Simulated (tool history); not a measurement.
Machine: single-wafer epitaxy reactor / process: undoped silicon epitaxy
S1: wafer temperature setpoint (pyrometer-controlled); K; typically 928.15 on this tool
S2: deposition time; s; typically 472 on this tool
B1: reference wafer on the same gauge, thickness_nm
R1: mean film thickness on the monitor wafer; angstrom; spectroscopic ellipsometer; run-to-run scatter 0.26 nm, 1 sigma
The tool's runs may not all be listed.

run,hour,S1,S2,B1,R1
1,0.0,928.15,472,79.584,967.76
2,95.7,939.15,472,79.593,1234.74
3,174.9,939.15,472,79.621,1234.39
4,270.6,939.15,472,79.616,1240.75
5,359.2,928.15,472,79.607,969.92
6,406.2,928.15,472,79.600,969.73
7,462.5,928.15,472,79.595,966.78
8,518.1,928.15,472,79.660,970.84
9,571.2,919.15,472,79.598,792.50
10,678.7,919.15,472,79.590,796.01
# hour 709.4: pyrometer calibrated
11,749.7,919.15,472,79.563,771.13
12,826.6,937.15,472,79.614,1164.97
13,957.5,932.15,472,79.591,1039.17
14,996.7,939.15,442,79.590,1144.03
15,1088.2,928.15,472,79.625,951.57
16,1183.1,928.15,472,79.587,949.61
17,1278.6,928.15,472,79.630,953.47
18,1363.9,928.15,472,79.622,955.14
19,1457.8,928.15,472,79.620,958.01
20,1494.5,928.15,501,79.592,1014.42
21,1541.7,928.15,501,79.594,1012.27
22,1634.3,928.15,501,79.592,1013.86
23,1710.9,928.15,472,79.607,960.77
24,1781.6,940.15,416,79.623,1111.70
25,1867.9,934.15,534,79.583,1244.80
26,1958.8,928.15,420,79.628,855.54
27,2023.4,924.15,391,79.628,729.83
28,2088.1,920.15,536,79.619,916.82
29,2141.5,928.15,472,79.594,961.63
30,2209.1,928.15,472,79.575,969.13
31,2254.2,924.15,472,79.601,883.12
32,2324.0,916.15,398,79.649,617.06
33,2376.9,928.15,554,79.573,1142.96
# hour 2543.4: gauge calibrated
34,2605.6,916.15,472,79.606,742.07
# hour 2688.5: pyrometer calibrated
35,2689.0,934.15,472,79.576,1088.91
36,2768.4,918.15,390,79.568,622.60
37,2868.1,914.15,511,79.585,745.31
38,2924.6,928.15,549,79.585,1104.20
39,3023.5,915.15,398,79.583,595.56
40,3092.8,915.15,472,79.548,700.68
41,3191.8,914.15,472,79.617,689.64
42,3229.7,928.15,549,79.599,1106.33
43,3268.5,928.15,472,79.572,952.63
44,3349.8,920.15,515,79.573,866.25
45,3398.0,915.15,513,79.595,765.72

Alternative continuations, all from the tool just after run 45; predict every row:
A,3398.5,928.15,378,?,?
B,3398.5,939.15,414,?,?
C,3398.5,932.15,553,?,?
D,3398.5,928.15,405,?,?

run,B1,R1
A,79.628,765.02
B,79.628,1073.46
C,79.628,1225.59
D,79.628,819.66
Stripped of hidden state, with their random variation kept, the same runs would have yielded:
run,R1
A,761.91
B,1069.20
C,1220.65
D,816.33
